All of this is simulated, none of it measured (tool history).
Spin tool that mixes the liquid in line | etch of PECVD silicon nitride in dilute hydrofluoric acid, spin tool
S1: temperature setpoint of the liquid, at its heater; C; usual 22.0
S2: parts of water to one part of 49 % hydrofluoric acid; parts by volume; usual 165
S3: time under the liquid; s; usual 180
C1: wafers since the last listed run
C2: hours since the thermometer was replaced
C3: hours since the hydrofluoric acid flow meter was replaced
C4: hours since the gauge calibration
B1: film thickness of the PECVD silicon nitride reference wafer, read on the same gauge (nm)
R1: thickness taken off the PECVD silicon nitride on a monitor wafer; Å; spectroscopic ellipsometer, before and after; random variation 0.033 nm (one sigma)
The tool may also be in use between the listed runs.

run	hour	S1	S2	S3	C1	C2	C3	C4	B1	R1
1	0.0	22.0	165	180	0	1878.3	294.8	151.0	129.975	20.59
2	13.0	22.0	165	180	109	1891.3	307.8	164.0	130.027	20.49
3	25.7	22.0	150	180	107	1904.0	320.5	176.7	129.973	22.79
4	41.3	23.0	165	180	131	1919.6	336.1	192.3	129.982	21.36
5	58.5	23.0	165	180	145	1936.8	353.3	209.5	129.997	21.90
6	68.1	22.0	165	180	81	1946.4	362.9	219.1	130.016	20.73
7	76.2	22.0	165	180	68	1954.5	371.0	227.2	130.017	20.49
8	82.8	22.0	220	180	55	1961.1	377.6	233.8	129.970	14.88
9	92.5	22.0	220	180	81	1970.8	387.3	243.5	130.009	15.31
10	106.9	25.0	165	130	121	1985.2	401.7	257.9	129.970	18.10
# hour 124.1: hydrofluoric acid flow meter replaced
11	124.6	22.0	105	180	141	2002.9	0.5	275.6	130.044	35.37
# hour 131.3: thermometer replaced
12	132.4	22.0	105	180	57	1.1	8.3	283.4	130.038	34.79
13	144.1	22.0	105	180	98	12.8	20.0	295.1	130.044	34.03
# hour 159.4: gauge calibrated
14	161.6	22.0	165	275	147	30.3	37.5	2.2	129.982	34.08
15	174.2	22.0	165	180	106	42.9	50.1	14.8	130.006	21.87
16	187.4	19.5	165	220	111	56.1	63.3	28.0	129.967	22.80
17	193.9	22.0	150	180	54	62.6	69.8	34.5	130.040	24.43
18	204.3	26.0	165	180	87	73.0	80.2	44.9	130.019	29.07
19	219.0	24.0	145	180	124	87.7	94.9	59.6	130.009	27.95
20	229.4	22.0	165	180	87	98.1	105.3	70.0	129.983	21.79
21	243.6	18.5	165	180	119	112.3	119.5	84.2	130.025	17.01
22	254.9	22.0	190	180	95	123.6	130.8	95.5	130.005	18.84
23	264.0	22.0	165	90	76	132.7	139.9	104.6	129.998	11.03
24	277.8	22.0	165	100	116	146.5	153.7	118.4	130.063	11.99
25	294.5	19.0	185	180	141	163.2	170.4	135.1	129.992	15.80
26	305.6	24.0	115	180	93	174.3	181.5	146.2	130.017	35.05

4 ways to go on from here, each from the tool as it stands after run 26. What would each give?
A	306.1	19.5	165	180	4	174.8	182.0	146.7	?	?
B	306.1	22.0	245	180	4	174.8	182.0	146.7	?	?
C	306.1	25.0	225	100	4	174.8	182.0	146.7	?	?
D	306.1	20.5	215	285	4	174.8	182.0	146.7	?	?

run	B1	R1
A	129.961	17.60
B	129.961	14.08
C	129.961	10.26
D	129.961	23.01
Without the tool's hidden state the same runs would have given:
run	R1
A	18.71
B	14.97
C	10.92
D	24.46
